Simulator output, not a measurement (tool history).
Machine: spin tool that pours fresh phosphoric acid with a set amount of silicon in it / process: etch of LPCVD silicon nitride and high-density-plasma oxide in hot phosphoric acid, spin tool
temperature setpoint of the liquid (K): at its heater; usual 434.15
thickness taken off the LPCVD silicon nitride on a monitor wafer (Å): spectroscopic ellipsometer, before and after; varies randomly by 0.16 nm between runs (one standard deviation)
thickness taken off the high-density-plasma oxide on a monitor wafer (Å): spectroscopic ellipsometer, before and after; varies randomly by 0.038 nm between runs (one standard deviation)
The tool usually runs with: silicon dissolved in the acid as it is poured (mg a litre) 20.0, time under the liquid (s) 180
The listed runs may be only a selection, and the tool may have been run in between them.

| run | hour | temperature setpoint of the liquid (K) | silicon dissolved in the acid as it is poured (mg a litre) | time under the liquid (s) | wafers since the last listed run | hours since the thermometer was replaced | hours since the dissolved silicon flow meter was replaced | hours since the heated supply line was repaired | hours since the gauge calibration | read-back film thickness of the LPCVD silicon nitride reference wafer, read on the same gauge (nm) | read-back film thickness of the high-density-plasma oxide reference wafer, read on the same gauge (nm) | thickness taken off the LPCVD silicon nitride on a monitor wafer (Å) | thickness taken off the high-density-plasma oxide on a monitor wafer (Å) |
|---|---|---|---|---|---|---|---|---|---|---|---|---|---|
| 1 | 0.0 | 434.15 | 20.0 | 180 | 0 | 1160.5 | 974.9 | 1617.1 | 2437.0 | 50.01 | 150.061 | 183.2 | 5.30 |
| 2 | 57.9 | 434.15 | 20.0 | 180 | 303 | 1218.4 | 1032.8 | 1675.0 | 2494.9 | 50.02 | 150.038 | 184.7 | 4.91 |
|  | 239.2 | thermometer replaced |
| 3 | 319.4 | 434.15 | 20.0 | 180 | 1363 | 80.2 | 1294.3 | 1936.5 | 2756.4 | 49.98 | 150.012 | 186.4 | 5.72 |
| 4 | 358.6 | 435.15 | 26.0 | 285 | 205 | 119.4 | 1333.5 | 1975.7 | 2795.6 | 49.99 | 149.969 | 309.8 | 6.81 |
|  | 572.2 | heated supply line repaired |
|  | 577.3 | gauge calibrated |
| 5 | 591.0 | 434.15 | 20.0 | 150 | 1211 | 351.8 | 1565.9 | 18.8 | 13.7 | 49.99 | 149.982 | 158.2 | 4.25 |
| 6 | 668.5 | 435.65 | 20.0 | 280 | 405 | 429.3 | 1643.4 | 96.3 | 91.2 | 50.03 | 149.973 | 306.7 | 8.73 |
| 7 | 724.7 | 432.15 | 25.0 | 180 | 294 | 485.5 | 1699.6 | 152.5 | 147.4 | 49.99 | 149.983 | 173.2 | 3.94 |
| 8 | 810.7 | 435.15 | 34.5 | 180 | 450 | 571.5 | 1785.6 | 238.5 | 233.4 | 49.99 | 150.019 | 193.4 | 3.12 |
| 9 | 899.3 | 434.15 | 20.0 | 255 | 463 | 660.1 | 1874.2 | 327.1 | 322.0 | 49.95 | 149.992 | 266.1 | 7.52 |
| 10 | 1037.7 | 434.15 | 20.0 | 180 | 724 | 798.5 | 2012.6 | 465.5 | 460.4 | 50.00 | 149.997 | 181.4 | 5.15 |
| 11 | 1110.8 | 435.15 | 25.0 | 285 | 382 | 871.6 | 2085.7 | 538.6 | 533.5 | 49.98 | 150.046 | 304.1 | 7.70 |
|  | 1160.7 | dissolved silicon flow meter replaced |
| 12 | 1210.2 | 432.15 | 20.0 | 180 | 515 | 971.0 | 49.5 | 638.0 | 632.9 | 50.06 | 150.014 | 171.5 | 4.21 |
| 13 | 1316.5 | 431.65 | 5.5 | 180 | 556 | 1077.3 | 155.8 | 744.3 | 739.2 | 50.02 | 150.000 | 168.8 | 6.44 |
| 14 | 1387.2 | 436.15 | 20.0 | 220 | 370 | 1148.0 | 226.5 | 815.0 | 809.9 | 50.05 | 149.966 | 238.4 | 7.52 |
| 15 | 1492.9 | 434.15 | 32.5 | 245 | 553 | 1253.7 | 332.2 | 920.7 | 915.6 | 49.97 | 150.020 | 247.9 | 4.30 |
| 16 | 1530.9 | 434.15 | 34.5 | 180 | 198 | 1291.7 | 370.2 | 958.7 | 953.6 | 49.99 | 149.962 | 183.6 | 2.93 |
| 17 | 1596.4 | 436.65 | 20.0 | 100 | 342 | 1357.2 | 435.7 | 1024.2 | 1019.1 | 50.03 | 149.963 | 110.0 | 3.28 |
| 18 | 1652.5 | 434.15 | 20.0 | 180 | 293 | 1413.3 | 491.8 | 1080.3 | 1075.2 | 49.97 | 150.001 | 182.3 | 5.01 |
| 19 | 1733.8 | 434.15 | 13.0 | 85 | 425 | 1494.6 | 573.1 | 1161.6 | 1156.5 | 50.01 | 150.063 | 86.0 | 3.25 |
| 20 | 1792.6 | 436.15 | 25.5 | 280 | 307 | 1553.4 | 631.9 | 1220.4 | 1215.3 | 49.98 | 149.989 | 298.9 | 7.76 |
| 21 | 1899.3 | 434.15 | 20.0 | 180 | 558 | 1660.1 | 738.6 | 1327.1 | 1322.0 | 50.03 | 149.962 | 183.6 | 5.02 |
| 22 | 1965.1 | 436.15 | 32.5 | 120 | 344 | 1725.9 | 804.4 | 1392.9 | 1387.8 | 49.93 | 149.939 | 129.5 | 2.63 |

3 options for the next run, each taken on its own from the tool as it stands now. Forecast them:
| A | 1965.6 | 434.15 | 20.0 | 75 | 2 | 1726.4 | 804.9 | 1393.4 | 1388.3 | ? | ? | ? | ? |
| B | 1965.6 | 436.65 | 15.0 | 90 | 2 | 1726.4 | 804.9 | 1393.4 | 1388.3 | ? | ? | ? | ? |
| C | 1965.6 | 434.15 | 20.0 | 280 | 2 | 1726.4 | 804.9 | 1393.4 | 1388.3 | ? | ? | ? | ? |

| run | read-back film thickness of the LPCVD silicon nitride reference wafer, read on the same gauge (nm) | read-back film thickness of the high-density-plasma oxide reference wafer, read on the same gauge (nm) | thickness taken off the LPCVD silicon nitride on a monitor wafer (Å) | thickness taken off the high-density-plasma oxide on a monitor wafer (Å) |
|---|---|---|---|---|
| A | 49.95 | 149.968 | 75.5 | 1.82 |
| B | 49.95 | 149.968 | 98.5 | 3.00 |
| C | 49.95 | 149.968 | 281.7 | 6.79 |
With no hidden state in the tool, these same runs would have given:
| run | thickness taken off the LPCVD silicon nitride on a monitor wafer (Å) | thickness taken off the high-density-plasma oxide on a monitor wafer (Å) |
|---|---|---|
| A | 79.6 | 2.05 |
| B | 103.8 | 3.37 |
| C | 297.2 | 7.65 |
